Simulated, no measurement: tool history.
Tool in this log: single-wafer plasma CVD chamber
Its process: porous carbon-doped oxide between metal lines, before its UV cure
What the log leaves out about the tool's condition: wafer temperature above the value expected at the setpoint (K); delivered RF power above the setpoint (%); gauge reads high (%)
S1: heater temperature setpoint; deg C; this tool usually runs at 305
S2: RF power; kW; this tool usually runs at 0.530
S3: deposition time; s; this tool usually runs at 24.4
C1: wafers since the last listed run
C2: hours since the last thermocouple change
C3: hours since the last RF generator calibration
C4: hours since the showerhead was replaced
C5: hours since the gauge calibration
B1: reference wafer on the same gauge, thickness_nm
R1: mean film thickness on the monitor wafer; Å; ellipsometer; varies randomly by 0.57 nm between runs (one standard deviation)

{"run": 1, "hour": 0.0, "S1": 305, "S2": 0.53, "S3": 24.4, "C1": 0, "C2": 208.7, "C3": 922.3, "C4": 5727.5, "C5": 75.2, "B1": 114.919, "R1": 1286.2}
{"run": 2, "hour": 81.7, "S1": 305, "S2": 0.53, "S3": 24.4, "C1": 1524, "C2": 290.4, "C3": 1004.0, "C4": 5809.2, "C5": 156.9, "B1": 115.064, "R1": 1287.11}
{"run": 3, "hour": 143.9, "S1": 305, "S2": 0.53, "S3": 24.4, "C1": 1160, "C2": 352.6, "C3": 1066.2, "C4": 5871.4, "C5": 219.1, "B1": 115.028, "R1": 1287.74}
{"run": 4, "hour": 184.8, "S1": 305, "S2": 0.53, "S3": 24.4, "C1": 763, "C2": 393.5, "C3": 1107.1, "C4": 5912.3, "C5": 260.0, "B1": 114.943, "R1": 1293.53}
{"run": 5, "hour": 254.7, "S1": 313, "S2": 0.53, "S3": 24.4, "C1": 1304, "C2": 463.4, "C3": 1177.0, "C4": 5982.2, "C5": 329.9, "B1": 114.982, "R1": 1226.85}
{"run": 6, "hour": 331.2, "S1": 313, "S2": 0.53, "S3": 24.4, "C1": 1427, "C2": 539.9, "C3": 1253.5, "C4": 6058.7, "C5": 406.4, "B1": 114.992, "R1": 1234.57}
{"run": 7, "hour": 376.0, "S1": 313, "S2": 0.53, "S3": 24.4, "C1": 835, "C2": 584.7, "C3": 1298.3, "C4": 6103.5, "C5": 451.2, "B1": 114.958, "R1": 1230.6}
{"run": 8, "hour": 482.6, "S1": 305, "S2": 0.505, "S3": 23.0, "C1": 1989, "C2": 691.3, "C3": 1404.9, "C4": 6210.1, "C5": 557.8, "B1": 115.031, "R1": 1189.99}
{"run": 9, "hour": 590.0, "S1": 305, "S2": 0.53, "S3": 24.4, "C1": 2003, "C2": 798.7, "C3": 1512.3, "C4": 6317.5, "C5": 665.2, "B1": 114.988, "R1": 1299.81}
{"run": 10, "hour": 664.5, "S1": 305, "S2": 0.53, "S3": 24.4, "C1": 1390, "C2": 873.2, "C3": 1586.8, "C4": 6392.0, "C5": 739.7, "B1": 115.008, "R1": 1305.18}
{"run": 11, "hour": 735.5, "S1": 305, "S2": 0.53, "S3": 24.4, "C1": 1324, "C2": 944.2, "C3": 1657.8, "C4": 6463.0, "C5": 810.7, "B1": 115.017, "R1": 1293.0}
{"run": 12, "hour": 856.4, "S1": 305, "S2": 0.53, "S3": 24.4, "C1": 2255, "C2": 1065.1, "C3": 1778.7, "C4": 6583.9, "C5": 931.6, "B1": 114.972, "R1": 1276.55}
{"run": 13, "hour": 933.5, "S1": 305, "S2": 0.53, "S3": 24.4, "C1": 1438, "C2": 1142.2, "C3": 1855.8, "C4": 6661.0, "C5": 1008.7, "B1": 114.961, "R1": 1284.13}
{"run": 14, "hour": 990.0, "S1": 305, "S2": 0.53, "S3": 24.4, "C1": 1054, "C2": 1198.7, "C3": 1912.3, "C4": 6717.5, "C5": 1065.2, "B1": 114.986, "R1": 1279.57}
{"hour": 1043.2, "done": "RF generator calibrated"}
{"run": 15, "hour": 1043.7, "S1": 305, "S2": 0.53, "S3": 24.4, "C1": 852, "C2": 1252.4, "C3": 0.5, "C4": 6771.2, "C5": 1118.9, "B1": 114.998, "R1": 1324.46}
{"run": 16, "hour": 1108.3, "S1": 309, "S2": 0.53, "S3": 24.4, "C1": 1205, "C2": 1317.0, "C3": 65.1, "C4": 6835.8, "C5": 1183.5, "B1": 114.931, "R1": 1290.38}
{"run": 17, "hour": 1149.2, "S1": 305, "S2": 0.62, "S3": 28.6, "C1": 763, "C2": 1357.9, "C3": 106.0, "C4": 6876.7, "C5": 1224.4, "B1": 115.013, "R1": 1659.22}
{"run": 18, "hour": 1252.5, "S1": 305, "S2": 0.53, "S3": 24.4, "C1": 1927, "C2": 1461.2, "C3": 209.3, "C4": 6980.0, "C5": 1327.7, "B1": 114.949, "R1": 1328.97}
{"run": 19, "hour": 1336.5, "S1": 299, "S2": 0.6, "S3": 29.0, "C1": 1567, "C2": 1545.2, "C3": 293.3, "C4": 7064.0, "C5": 1411.7, "B1": 115.094, "R1": 1742.1}
{"hour": 1358.6, "done": "gauge calibrated"}
{"run": 20, "hour": 1381.4, "S1": 305, "S2": 0.53, "S3": 19.7, "C1": 837, "C2": 1590.1, "C3": 338.2, "C4": 7108.9, "C5": 22.8, "B1": 114.916, "R1": 1079.86}
{"hour": 1451.0, "done": "showerhead replaced"}
{"run": 21, "hour": 1468.3, "S1": 305, "S2": 0.53, "S3": 24.4, "C1": 1472, "C2": 1677.0, "C3": 425.1, "C4": 17.3, "C5": 109.7, "B1": 115.018, "R1": 1329.99}
{"hour": 1600.7, "done": "thermocouple changed; heater temperature recalibrated"}
{"run": 22, "hour": 1618.6, "S1": 310, "S2": 0.62, "S3": 20.4, "C1": 2655, "C2": 17.9, "C3": 575.4, "C4": 167.6, "C5": 260.0, "B1": 114.911, "R1": 1122.49}
{"run": 23, "hour": 1671.3, "S1": 315, "S2": 0.53, "S3": 24.4, "C1": 983, "C2": 70.6, "C3": 628.1, "C4": 220.3, "C5": 312.7, "B1": 115.029, "R1": 1212.14}
{"run": 24, "hour": 1745.3, "S1": 305, "S2": 0.58, "S3": 24.4, "C1": 1380, "C2": 144.6, "C3": 702.1, "C4": 294.3, "C5": 386.7, "B1": 115.055, "R1": 1342.46}
{"run": 25, "hour": 1789.2, "S1": 305, "S2": 0.575, "S3": 22.7, "C1": 819, "C2": 188.5, "C3": 746.0, "C4": 338.2, "C5": 430.6, "B1": 114.913, "R1": 1245.83}
{"run": 26, "hour": 1832.0, "S1": 319, "S2": 0.53, "S3": 20.3, "C1": 798, "C2": 231.3, "C3": 788.8, "C4": 381.0, "C5": 473.4, "B1": 115.001, "R1": 990.03}
{"run": 27, "hour": 1916.9, "S1": 305, "S2": 0.53, "S3": 24.4, "C1": 1584, "C2": 316.2, "C3": 873.7, "C4": 465.9, "C5": 558.3, "B1": 114.989, "R1": 1289.83}
{"run": 28, "hour": 1957.0, "S1": 315, "S2": 0.585, "S3": 20.0, "C1": 748, "C2": 356.3, "C3": 913.8, "C4": 506.0, "C5": 598.4, "B1": 114.995, "R1": 1047.94}
{"run": 29, "hour": 2007.1, "S1": 294, "S2": 0.585, "S3": 24.4, "C1": 934, "C2": 406.4, "C3": 963.9, "C4": 556.1, "C5": 648.5, "B1": 114.955, "R1": 1466.16}
{"run": 30, "hour": 2055.0, "S1": 298, "S2": 0.48, "S3": 24.4, "C1": 893, "C2": 454.3, "C3": 1011.8, "C4": 604.0, "C5": 696.4, "B1": 114.975, "R1": 1307.54}
{"run": 31, "hour": 2148.5, "S1": 305, "S2": 0.53, "S3": 25.8, "C1": 1744, "C2": 547.8, "C3": 1105.3, "C4": 697.5, "C5": 789.9, "B1": 115.123, "R1": 1369.12}
{"run": 32, "hour": 2189.4, "S1": 305, "S2": 0.53, "S3": 20.9, "C1": 763, "C2": 588.7, "C3": 1146.2, "C4": 738.4, "C5": 830.8, "B1": 115.041, "R1": 1119.63}

What if the next run were any one of these 3? Each begins from the tool's condition after run 32:
{"run": "A", "hour": 2189.8, "S1": 305, "S2": 0.53, "S3": 26.7, "C1": 7, "C2": 589.1, "C3": 1146.6, "C4": 738.8, "C5": 831.2, "B1": "?", "R1": "?"}
{"run": "B", "hour": 2189.8, "S1": 299, "S2": 0.53, "S3": 25.8, "C1": 7, "C2": 589.1, "C3": 1146.6, "C4": 738.8, "C5": 831.2, "B1": "?", "R1": "?"}
{"run": "C", "hour": 2189.8, "S1": 293, "S2": 0.53, "S3": 24.4, "C1": 7, "C2": 589.1, "C3": 1146.6, "C4": 738.8, "C5": 831.2, "B1": "?", "R1": "?"}

run=A B1=114.935 R1=1426.92
run=B B1=114.935 R1=1436.31
run=C B1=114.935 R1=1418.13
With no hidden state in the tool, these same runs would have given:
run=A R1=1408.97
run=B R1=1416.49
run=C R1=1397.00

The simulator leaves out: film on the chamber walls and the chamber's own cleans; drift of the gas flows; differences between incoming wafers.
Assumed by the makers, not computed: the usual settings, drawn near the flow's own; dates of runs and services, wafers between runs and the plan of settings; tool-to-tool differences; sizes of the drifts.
